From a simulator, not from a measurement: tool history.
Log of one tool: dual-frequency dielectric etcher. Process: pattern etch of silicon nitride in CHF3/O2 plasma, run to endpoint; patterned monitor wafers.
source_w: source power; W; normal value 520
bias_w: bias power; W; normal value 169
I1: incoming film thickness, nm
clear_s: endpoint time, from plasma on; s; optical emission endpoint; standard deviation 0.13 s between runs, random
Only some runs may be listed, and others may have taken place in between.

run 1 hour=0.0 | source_w=520 bias_w=169 | I1=52.5 | clear_s=35.3
run 2 hour=299.4 | source_w=520 bias_w=169 | I1=52.6 | clear_s=35.9
-- hour=424.7 wet clean of the chamber
run 3 hour=425.2 | source_w=520 bias_w=169 | I1=52.6 | clear_s=35.6
run 4 hour=463.4 | source_w=520 bias_w=199 | I1=52.7 | clear_s=33.1
run 5 hour=640.8 | source_w=520 bias_w=199 | I1=52.4 | clear_s=33.3
run 6 hour=717.6 | source_w=520 bias_w=152 | I1=51.8 | clear_s=38.2
run 7 hour=777.5 | source_w=520 bias_w=152 | I1=52.4 | clear_s=38.3
run 8 hour=855.9 | source_w=520 bias_w=169 | I1=52.5 | clear_s=36.8
-- hour=893.2 upper electrode replaced
run 9 hour=896.0 | source_w=520 bias_w=169 | I1=52.2 | clear_s=36.4
run 10 hour=973.9 | source_w=520 bias_w=169 | I1=53.2 | clear_s=37.6
-- hour=1045.2 wet clean of the chamber
run 11 hour=1060.4 | source_w=520 bias_w=147 | I1=52.5 | clear_s=38.0
run 12 hour=1155.5 | source_w=520 bias_w=169 | I1=52.9 | clear_s=35.8
run 13 hour=1208.5 | source_w=520 bias_w=169 | I1=52.9 | clear_s=36.0
run 14 hour=1297.7 | source_w=520 bias_w=169 | I1=52.8 | clear_s=36.2
run 15 hour=1373.0 | source_w=520 bias_w=169 | I1=52.7 | clear_s=36.4
run 16 hour=1427.4 | source_w=520 bias_w=169 | I1=52.8 | clear_s=36.5
run 17 hour=1471.6 | source_w=580 bias_w=183 | I1=52.6 | clear_s=33.8
-- hour=1594.1 wet clean of the chamber
run 18 hour=1708.3 | source_w=520 bias_w=169 | I1=51.8 | clear_s=35.3
run 19 hour=1785.5 | source_w=520 bias_w=206 | I1=53.0 | clear_s=33.1
run 20 hour=1826.5 | source_w=620 bias_w=137 | I1=52.8 | clear_s=38.1
-- hour=1937.0 source power generator calibrated
run 21 hour=2013.8 | source_w=650 bias_w=130 | I1=52.7 | clear_s=39.3
run 22 hour=2058.3 | source_w=640 bias_w=169 | I1=52.8 | clear_s=34.3
-- hour=2067.7 bias power generator calibrated
-- hour=2094.1 wet clean of the chamber
run 23 hour=2140.7 | source_w=580 bias_w=169 | I1=52.4 | clear_s=34.1
run 24 hour=2194.1 | source_w=410 bias_w=133 | I1=53.1 | clear_s=44.8
run 25 hour=2243.5 | source_w=640 bias_w=190 | I1=53.3 | clear_s=31.7
run 26 hour=2320.3 | source_w=520 bias_w=152 | I1=52.7 | clear_s=38.2
run 27 hour=2534.5 | source_w=520 bias_w=169 | I1=52.9 | clear_s=37.0
run 28 hour=2602.1 | source_w=520 bias_w=198 | I1=53.1 | clear_s=34.2
-- hour=2707.7 wet clean of the chamber
run 29 hour=2708.2 | source_w=650 bias_w=153 | I1=52.8 | clear_s=34.5
run 30 hour=2769.5 | source_w=450 bias_w=146 | I1=52.9 | clear_s=40.5
run 31 hour=2816.3 | source_w=450 bias_w=209 | I1=53.6 | clear_s=34.0
run 32 hour=2898.2 | source_w=550 bias_w=180 | I1=52.5 | clear_s=33.6

Exercise: give the hidden state of the tool at every run:
source power that arrives over what is set, %: 0 across all the runs
bias power that arrives over what is set, %: 0 across all the runs
H1: etch rate over this chamber's usual, %
run=1 H1=-0.119
run=2 H1=-2.41
run=3 H1=-0.643
run=4 H1=-0.935
run=5 H1=-2.29
run=6 H1=-2.88
run=7 H1=-3.34
run=8 H1=-3.93
run=9 H1=-4.24
run=10 H1=-4.84
run=11 H1=-0.317
run=12 H1=-1.04
run=13 H1=-1.45
run=14 H1=-2.13
run=15 H1=-2.71
run=16 H1=-3.12
run=17 H1=-3.46
run=18 H1=-1.76
run=19 H1=-2.35
run=20 H1=-2.67
run=21 H1=-4.1
run=22 H1=-4.44
run=23 H1=-0.85
run=24 H1=-1.26
run=25 H1=-1.64
run=26 H1=-2.22
run=27 H1=-3.86
run=28 H1=-4.38
run=29 H1=0.0508
run=30 H1=-0.418
run=31 H1=-0.775
run=32 H1=-1.4
